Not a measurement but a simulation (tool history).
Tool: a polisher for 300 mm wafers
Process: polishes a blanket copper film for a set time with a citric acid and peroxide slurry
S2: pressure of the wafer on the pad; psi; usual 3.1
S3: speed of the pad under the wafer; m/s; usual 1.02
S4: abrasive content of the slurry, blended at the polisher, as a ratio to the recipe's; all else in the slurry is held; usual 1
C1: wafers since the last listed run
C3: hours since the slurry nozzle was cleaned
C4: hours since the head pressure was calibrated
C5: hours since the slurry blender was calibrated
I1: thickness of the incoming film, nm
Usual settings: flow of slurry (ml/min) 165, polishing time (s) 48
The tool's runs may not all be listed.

Run 1, hour 0: usual settings; C1 0; wafers polished on this pad 2219; C3 127.6; C4 66.1; C5 365.2; I1 556.2. Result: film removed (Å) 974.
Run 2, hour 52.2: usual settings; C1 597; wafers polished on this pad 2817; C3 179.8; C4 118.3; C5 417.4; I1 551.7. Result: film removed (Å) 967.
At hour 92.2: slurry blender recalibrated.
Run 3, hour 95: usual settings; C1 467; wafers polished on this pad 3284; C3 222.6; C4 161.1; C5 2.8; I1 561.4. Result: film removed (Å) 959.
Run 4, hour 164.4: usual settings but S3 1.3 m/s; C1 794; wafers polished on this pad 4079; C3 292; C4 230.5; C5 72.2; I1 549.2. Result: film removed (Å) 1206.
Run 5, hour 213.7: usual settings but S3 1.3 m/s; C1 564; wafers polished on this pad 4644; C3 341.3; C4 279.8; C5 121.5; I1 539.5. Result: film removed (Å) 1218.
Run 6, hour 257.3: usual settings but flow of slurry (ml/min) 195, S4 1.2; C1 499; wafers polished on this pad 5144; C3 384.9; C4 323.4; C5 165.1; I1 555. Result: film removed (Å) 1021.
At hour 275.2: worn pad replaced by a new one.
At hour 294.2: head pressure recalibrated.
Run 7, hour 315.4: usual settings but flow of slurry (ml/min) 195, S4 1.2; C1 596; wafers polished on this pad 437; C3 443; C4 21.2; C5 223.2; I1 557.3. Result: film removed (Å) 1063.
Run 8, hour 366.6: usual settings but flow of slurry (ml/min) 195, S4 1.2; C1 586; wafers polished on this pad 1024; C3 494.2; C4 72.4; C5 274.4; I1 548. Result: film removed (Å) 1038.
At hour 371.7: slurry nozzle cleaned.
Run 9, hour 403.5: usual settings but polishing time (s) 61; C1 411; wafers polished on this pad 1435; C3 31.8; C4 109.3; C5 311.3; I1 546.8. Result: film removed (Å) 1272.
Run 10, hour 434.9: usual settings but polishing time (s) 61; C1 359; wafers polished on this pad 1795; C3 63.2; C4 140.7; C5 342.7; I1 542.4. Result: film removed (Å) 1260.
At hour 445.4: slurry blender recalibrated.
Run 11, hour 472.3: usual settings but polishing time (s) 61; C1 405; wafers polished on this pad 2200; C3 100.6; C4 178.1; C5 26.9; I1 552.9. Result: film removed (Å) 1266.
Run 12, hour 496.3: usual settings; C1 274; wafers polished on this pad 2475; C3 124.6; C4 202.1; C5 50.9; I1 553.7. Result: film removed (Å) 975.
At hour 650.9: worn pad replaced by a new one.
Run 13, hour 685.8: usual settings; C1 2124; wafers polished on this pad 399; C3 314.1; C4 391.6; C5 240.4; I1 548.1. Result: film removed (Å) 997.
At hour 730.8: head pressure recalibrated.
Run 14, hour 805.1: usual settings; C1 1343; wafers polished on this pad 1742; C3 433.4; C4 74.3; C5 359.7; I1 559.5. Result: film removed (Å) 977.
At hour 815.9: slurry blender recalibrated.
Run 15, hour 858.9: usual settings but S2 2.4 psi; C1 593; wafers polished on this pad 2336; C3 487.2; C4 128.1; C5 43; I1 554.2. Result: film removed (Å) 827.
At hour 900.8: slurry nozzle cleaned.
Run 16, hour 1049: usual settings but polishing time (s) 54; C1 2166; wafers polished on this pad 4502; C3 148.2; C4 318.2; C5 233.1; I1 548.1. Result: film removed (Å) 1099.
At hour 1095.6: worn pad replaced by a new one.
Run 17, hour 1116.5: usual settings but flow of slurry (ml/min) 195, S4 1.2; C1 727; wafers polished on this pad 239; C3 215.7; C4 385.7; C5 300.6; I1 543.7. Result: film removed (Å) 1067.
At hour 1164.9: head pressure recalibrated.
Run 18, hour 1165.4: usual settings but S2 3.5 psi, S4 1.25; C1 537; wafers polished on this pad 776; C3 264.6; C4 0.5; C5 349.5; I1 550.2. Result: film removed (Å) 1130.
At hour 1198: slurry blender recalibrated.
Run 19, hour 1366.2: usual settings but S2 3.4 psi, polishing time (s) 59; C1 2277; wafers polished on this pad 3054; C3 465.4; C4 201.3; C5 168.2; I1 541.3. Result: film removed (Å) 1266.
At hour 1421.2: slurry nozzle cleaned.
At hour 1543.7: worn pad replaced by a new one.
At hour 1578.5: head pressure recalibrated.
At hour 1580.2: slurry blender recalibrated.
Run 20, hour 1580.7: usual settings but flow of slurry (ml/min) 200, S2 3.5 psi; C1 2357; wafers polished on this pad 381; C3 159.5; C4 2.2; C5 0.5; I1 548.5. Result: film removed (Å) 1112.
Run 21, hour 1644.7: usual settings but flow of slurry (ml/min) 190, S3 1.3 m/s; C1 733; wafers polished on this pad 1114; C3 223.5; C4 66.2; C5 64.5; I1 549.4. Result: film removed (Å) 1271.
Run 22, hour 1716.3: usual settings but flow of slurry (ml/min) 195, S4 1.2; C1 820; wafers polished on this pad 1934; C3 295.1; C4 137.8; C5 136.1; I1 554.3. Result: film removed (Å) 1042.
Run 23, hour 1747.6: usual settings but polishing time (s) 38; C1 358; wafers polished on this pad 2292; C3 326.4; C4 169.1; C5 167.4; I1 551.2. Result: film removed (Å) 771.
Run 24, hour 1817.4: usual settings but S2 4 psi; C1 799; wafers polished on this pad 3092; C3 396.2; C4 238.9; C5 237.2; I1 539. Result: film removed (Å) 1135.
Run 25, hour 1863: usual settings; C1 522; wafers polished on this pad 3614; C3 441.8; C4 284.5; C5 282.8; I1 543.2. Result: film removed (Å) 959.
Run 26, hour 1918.2: usual settings but polishing time (s) 61; C1 632; wafers polished on this pad 4247; C3 497; C4 339.7; C5 338; I1 550.7. Result: film removed (Å) 1232.
At hour 1932.8: slurry nozzle cleaned.
Run 27, hour 1961.6: usual settings but polishing time (s) 57; C1 485; wafers polished on this pad 4732; C3 28.8; C4 383.1; C5 381.4; I1 539.6. Result: film removed (Å) 1179.
At hour 1967.9: worn pad replaced by a new one.
Run 28, hour 2004.6: usual settings but S2 2.2 psi, S4 1.25, polishing time (s) 54; C1 446; wafers polished on this pad 419; C3 71.8; C4 426.1; C5 424.4; I1 545.3. Result: film removed (Å) 964.
At hour 2012.3: head pressure recalibrated.
At hour 2034.2: slurry blender recalibrated.
Run 29, hour 2069.5: usual settings but S3 0.84 m/s; C1 697; wafers polished on this pad 1117; C3 136.7; C4 57.2; C5 35.3; I1 549.2. Result: film removed (Å) 824.

How the hidden state differs across the entries between the runs, from the last listed run before each to the first after it:
Between runs 2 and 3: slurry blender recalibrated (hour 92.2)
  removal rate lost through wear of the pad, %: 5.22 -> 5.44; slurry flow missing at the pad, %: 13.1 -> 14.6
  measured less the result without the state, film removed (Å): -76 -> -80
Between runs 6 and 7: worn pad replaced by a new one (hour 275.2); head pressure recalibrated (hour 294.2)
  removal rate lost through wear of the pad, %: 5.87 -> 1.59; slurry flow missing at the pad, %: 17.8 -> 18.4
  measured less the result without the state, film removed (Å): -94 -> -48
Between runs 8 and 9: slurry nozzle cleaned (hour 371.7)
  removal rate lost through wear of the pad, %: 2.78 -> 3.4; slurry flow missing at the pad, %: 18.8 -> 4.44
  measured less the result without the state, film removed (Å): -61 -> -54
Between runs 10 and 11: slurry blender recalibrated (hour 445.4)
  removal rate lost through wear of the pad, %: 3.81 -> 4.19; slurry flow missing at the pad, %: 6.97 -> 9.46
  measured less the result without the state, film removed (Å): -65 -> -76
Between runs 12 and 13: worn pad replaced by a new one (hour 650.9)
  removal rate lost through wear of the pad, %: 4.39 -> 1.15; slurry flow missing at the pad, %: 10.8 -> 16.9
  measured less the result without the state, film removed (Å): -63 -> -42
Between runs 13 and 14: head pressure recalibrated (hour 730.8)
  removal rate lost through wear of the pad, %: 1.15 -> 3.46; slurry flow missing at the pad, %: 16.9 -> 18.5
  measured less the result without the state, film removed (Å): -42 -> -69
Between runs 14 and 15: slurry blender recalibrated (hour 815.9)
  removal rate lost through wear of the pad, %: 3.46 -> 4; slurry flow missing at the pad, %: 18.5 -> 18.9
  measured less the result without the state, film removed (Å): -69 -> -65
Between runs 15 and 16: slurry nozzle cleaned (hour 900.8)
  removal rate lost through wear of the pad, %: 4 -> 4.85; slurry flow missing at the pad, %: 18.9 -> 13.3
  measured less the result without the state, film removed (Å): -65 -> -83
Between runs 16 and 17: worn pad replaced by a new one (hour 1095.6)
  removal rate lost through wear of the pad, %: 4.85 -> 0.815; slurry flow missing at the pad, %: 13.3 -> 15.8
  measured less the result without the state, film removed (Å): -83 -> -34
Between runs 17 and 18: head pressure recalibrated (hour 1164.9)
  removal rate lost through wear of the pad, %: 0.815 -> 2.13; slurry flow missing at the pad, %: 15.8 -> 17.2
  measured less the result without the state, film removed (Å): -34 -> -60
Between runs 18 and 19: slurry blender recalibrated (hour 1198)
  removal rate lost through wear of the pad, %: 2.13 -> 4.5; slurry flow missing at the pad, %: 17.2 -> 20.1
  measured less the result without the state, film removed (Å): -60 -> -108
Between runs 19 and 20: slurry nozzle cleaned (hour 1421.2); worn pad replaced by a new one (hour 1543.7); head pressure recalibrated (hour 1578.5); slurry blender recalibrated (hour 1580.2)
  removal rate lost through wear of the pad, %: 4.5 -> 1.68; slurry flow missing at the pad, %: 20.1 -> 11.8
  measured less the result without the state, film removed (Å): -108 -> -38
Between runs 26 and 27: slurry nozzle cleaned (hour 1932.8)
  removal rate lost through wear of the pad, %: 5.27 -> 5.36; slurry flow missing at the pad, %: 18.4 -> 5.27
  measured less the result without the state, film removed (Å): -112 -> -77
Between runs 27 and 28: worn pad replaced by a new one (hour 1967.9)
  removal rate lost through wear of the pad, %: 5.36 -> 1.38; slurry flow missing at the pad, %: 5.27 -> 8.69
  measured less the result without the state, film removed (Å): -77 -> -28
Between runs 28 and 29: head pressure recalibrated (hour 2012.3); slurry blender recalibrated (hour 2034.2)
  removal rate lost through wear of the pad, %: 1.38 -> 2.86; slurry flow missing at the pad, %: 8.69 -> 12.5
  measured less the result without the state, film removed (Å): -28 -> -42
